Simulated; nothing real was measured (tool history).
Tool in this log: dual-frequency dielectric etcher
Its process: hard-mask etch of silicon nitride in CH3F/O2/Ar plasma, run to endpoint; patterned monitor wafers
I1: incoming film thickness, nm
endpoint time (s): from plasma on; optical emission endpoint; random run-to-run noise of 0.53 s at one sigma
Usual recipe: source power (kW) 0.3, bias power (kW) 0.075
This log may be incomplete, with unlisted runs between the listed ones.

Run 1, hour 0: usual settings; I1 39.33. Result: endpoint time (s) 60.8.
Run 2, hour 152.5: usual settings; I1 39.63. Result: endpoint time (s) 61.3.
Run 3, hour 185: usual settings; I1 39.38. Result: endpoint time (s) 60.3.
Run 4, hour 252.6: usual settings; I1 39.23. Result: endpoint time (s) 59.6.
Run 5, hour 277.4: usual settings; I1 39.68. Result: endpoint time (s) 60.7.
Run 6, hour 306.3: usual settings; I1 39.31. Result: endpoint time (s) 60.2.
Run 7, hour 348.6: usual settings; I1 39.19. Result: endpoint time (s) 59.2.
Run 8, hour 395.8: usual settings; I1 39.44. Result: endpoint time (s) 60.5.
At hour 431.3: bias power generator calibrated.
Run 9, hour 431.8: usual settings but bias power (kW) 0.068; I1 39.58. Result: endpoint time (s) 62.5.
Run 10, hour 489.7: usual settings but source power (kW) 0.27, bias power (kW) 0.057; I1 39.28. Result: endpoint time (s) 71.1.
At hour 519.8: upper electrode replaced.
Run 11, hour 540.5: usual settings but bias power (kW) 0.083; I1 39.52. Result: endpoint time (s) 57.6.
At hour 557.7: source power generator calibrated.
Run 12, hour 580.7: usual settings; I1 39.39. Result: endpoint time (s) 58.8.
At hour 612.6: wet clean of the chamber.
Run 13, hour 638.7: usual settings but source power (kW) 0.23, bias power (kW) 0.059; I1 39.4. Result: endpoint time (s) 78.8.
Run 14, hour 700.1: usual settings but source power (kW) 0.35; I1 39.4. Result: endpoint time (s) 55.4.
Run 15, hour 772: usual settings but source power (kW) 0.37, bias power (kW) 0.093; I1 39.13. Result: endpoint time (s) 48.9.
Run 16, hour 836.1: usual settings but source power (kW) 0.37, bias power (kW) 0.066; I1 39.87. Result: endpoint time (s) 57.1.
Run 17, hour 861.8: usual settings but source power (kW) 0.35, bias power (kW) 0.092; I1 39.67. Result: endpoint time (s) 51.7.
Run 18, hour 947.9: usual settings; I1 39.11. Result: endpoint time (s) 59.
Run 19, hour 1004.5: usual settings; I1 39.82. Result: endpoint time (s) 60.7.

Here are 5 independent what-if runs from the current tool condition. What would each one return?
Run A, hour 1004.9: usual settings but bias power (kW) 0.085; I1 39.38. Result: endpoint time (s) ?.
Run B, hour 1004.9: usual settings but source power (kW) 0.32; I1 39.38. Result: endpoint time (s) ?.
Run C, hour 1004.9: usual settings but source power (kW) 0.36, bias power (kW) 0.07; I1 39.38. Result: endpoint time (s) ?.
Run D, hour 1004.9: usual settings but bias power (kW) 0.062; I1 39.38. Result: endpoint time (s) ?.
Run E, hour 1004.9: usual settings but source power (kW) 0.36, bias power (kW) 0.085; I1 39.38. Result: endpoint time (s) ?.

run  endpoint time (s)
  A               57.5
  B               58.3
  C               56.2
  D               65.4
  E               51.9
Had the tool no hidden state, the same runs would have come out as:
run  endpoint time (s)
  A               57.5
  B               58.3
  C               56.2
  D               65.4
  E               51.9
